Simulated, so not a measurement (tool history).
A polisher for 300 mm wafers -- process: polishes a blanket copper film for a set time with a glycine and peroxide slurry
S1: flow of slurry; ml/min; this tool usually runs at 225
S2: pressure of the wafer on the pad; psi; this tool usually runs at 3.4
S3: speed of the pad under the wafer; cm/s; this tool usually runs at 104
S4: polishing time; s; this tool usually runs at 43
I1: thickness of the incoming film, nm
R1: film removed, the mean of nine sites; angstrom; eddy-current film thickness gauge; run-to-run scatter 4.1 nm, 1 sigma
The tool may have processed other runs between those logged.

run 1 hour=0 | S1=225 S2=3.4 S3=116 S4=43 | I1=1038.4 | R1=2920
run 2 hour=24.4 | S1=225 S2=3.4 S3=116 S4=43 | I1=1061.5 | R1=2770
run 3 hour=45.6 | S1=225 S2=3.4 S3=116 S4=43 | I1=1041.9 | R1=2784
run 4 hour=70.3 | S1=225 S2=3.4 S3=104 S4=43 | I1=1029.1 | R1=2482
run 5 hour=84.4 | S1=290 S2=3.4 S3=104 S4=43 | I1=1058.3 | R1=2602
run 6 hour=101.3 | S1=290 S2=3.4 S3=104 S4=43 | I1=1044.5 | R1=2559
run 7 hour=120.7 | S1=225 S2=3.4 S3=104 S4=43 | I1=1032.4 | R1=2468
-- hour=125.3 worn pad replaced by a new one
run 8 hour=134.9 | S1=225 S2=3.4 S3=104 S4=43 | I1=1063.9 | R1=2753
run 9 hour=234.5 | S1=225 S2=3.4 S3=104 S4=43 | I1=1034 | R1=2514
run 10 hour=248.5 | S1=225 S2=3 S3=90 S4=43 | I1=1051.9 | R1=2020
run 11 hour=267.2 | S1=225 S2=3 S3=90 S4=43 | I1=1039.3 | R1=2087
run 12 hour=299.1 | S1=270 S2=3.4 S3=104 S4=43 | I1=1046.8 | R1=2520
-- hour=304.4 worn pad replaced by a new one
run 13 hour=313 | S1=270 S2=3.4 S3=104 S4=43 | I1=1051.5 | R1=2801
run 14 hour=326.4 | S1=225 S2=3.4 S3=104 S4=43 | I1=1028.9 | R1=2733
run 15 hour=351.6 | S1=225 S2=4.3 S3=104 S4=43 | I1=1071.3 | R1=3080
-- hour=361.4 slurry nozzle cleaned
run 16 hour=383.3 | S1=225 S2=3.4 S3=90 S4=43 | I1=1060.1 | R1=2289
run 17 hour=396.9 | S1=285 S2=3.4 S3=90 S4=43 | I1=1052.4 | R1=2280
run 18 hour=413.3 | S1=285 S2=3.4 S3=90 S4=43 | I1=1036.5 | R1=2308
run 19 hour=442.1 | S1=155 S2=4 S3=132 S4=39 | I1=1064.6 | R1=2906
run 20 hour=458.7 | S1=190 S2=3.4 S3=80 S4=56 | I1=1060.3 | R1=2620
-- hour=468.4 worn pad replaced by a new one
run 21 hour=473 | S1=225 S2=3.4 S3=104 S4=43 | I1=1056.1 | R1=2815
-- hour=477.3 head pressure recalibrated
run 22 hour=502.8 | S1=285 S2=3.4 S3=104 S4=43 | I1=1043.6 | R1=2726
run 23 hour=515.4 | S1=270 S2=3.4 S3=74 S4=43 | I1=1063.7 | R1=2020
run 24 hour=533.4 | S1=225 S2=2.5 S3=68 S4=43 | I1=1049.9 | R1=1574
run 25 hour=551 | S1=225 S2=3.4 S3=82 S4=49 | I1=1051.9 | R1=2399
run 26 hour=581.6 | S1=150 S2=3.4 S3=88 S4=43 | I1=1050.7 | R1=2087
run 27 hour=598.1 | S1=225 S2=3.4 S3=104 S4=43 | I1=1044.4 | R1=2513
run 28 hour=622 | S1=155 S2=2.4 S3=104 S4=43 | I1=1041.3 | R1=1917
-- hour=635.7 worn pad replaced by a new one
run 29 hour=647.5 | S1=225 S2=3.4 S3=104 S4=43 | I1=1056.8 | R1=2716
run 30 hour=673.5 | S1=200 S2=3.4 S3=114 S4=29 | I1=1034.9 | R1=1931
run 31 hour=703 | S1=225 S2=3.4 S3=104 S4=33 | I1=1072 | R1=2007
run 32 hour=716.8 | S1=225 S2=3.4 S3=80 S4=49 | I1=1051.7 | R1=2421
run 33 hour=730.1 | S1=265 S2=3.4 S3=104 S4=43 | I1=1058.9 | R1=2527
run 34 hour=746.4 | S1=225 S2=3.4 S3=104 S4=43 | I1=1049.4 | R1=2502
run 35 hour=811.7 | S1=260 S2=3.4 S3=72 S4=43 | I1=1043.6 | R1=1897
-- hour=820.1 worn pad replaced by a new one
run 36 hour=838.2 | S1=225 S2=3.4 S3=116 S4=43 | I1=1053.7 | R1=3088

Below, some changes in R1 between adjacent runs. For each, the amount present without the hidden state too (settings, incoming material, random variation) and the amount remaining for the hidden state with gauge scatter not shared by both compared results:
The hidden state here: removal rate lost through wear of the pad, %; slurry flow missing at the pad, %; deviation of the head's pressure from its setpoint, %.
Run 8 -> 9: no setting changed, nothing entered. R1 -239 angstrom: hidden state -254, all else +15.
Run 12 -> 13: worn pad replaced by a new one. R1 +281 angstrom: hidden state +311, all else -30.
Run 20 -> 21: S1 190 -> 225, S3 80 -> 104, S4 56 -> 43, worn pad replaced by a new one. R1 +195 angstrom: hidden state +342, all else -147.
Run 24 -> 25: S2 2.5 -> 3.4, S3 68 -> 82, S4 43 -> 49. R1 +825 angstrom: hidden state -117, all else +942.
Run 28 -> 29: S1 155 -> 225, S2 2.4 -> 3.4, worn pad replaced by a new one. R1 +799 angstrom: hidden state +195, all else +604.
Run 35 -> 36: S1 260 -> 225, S3 72 -> 116, worn pad replaced by a new one. R1 +1191 angstrom: hidden state +157, all else +1034.
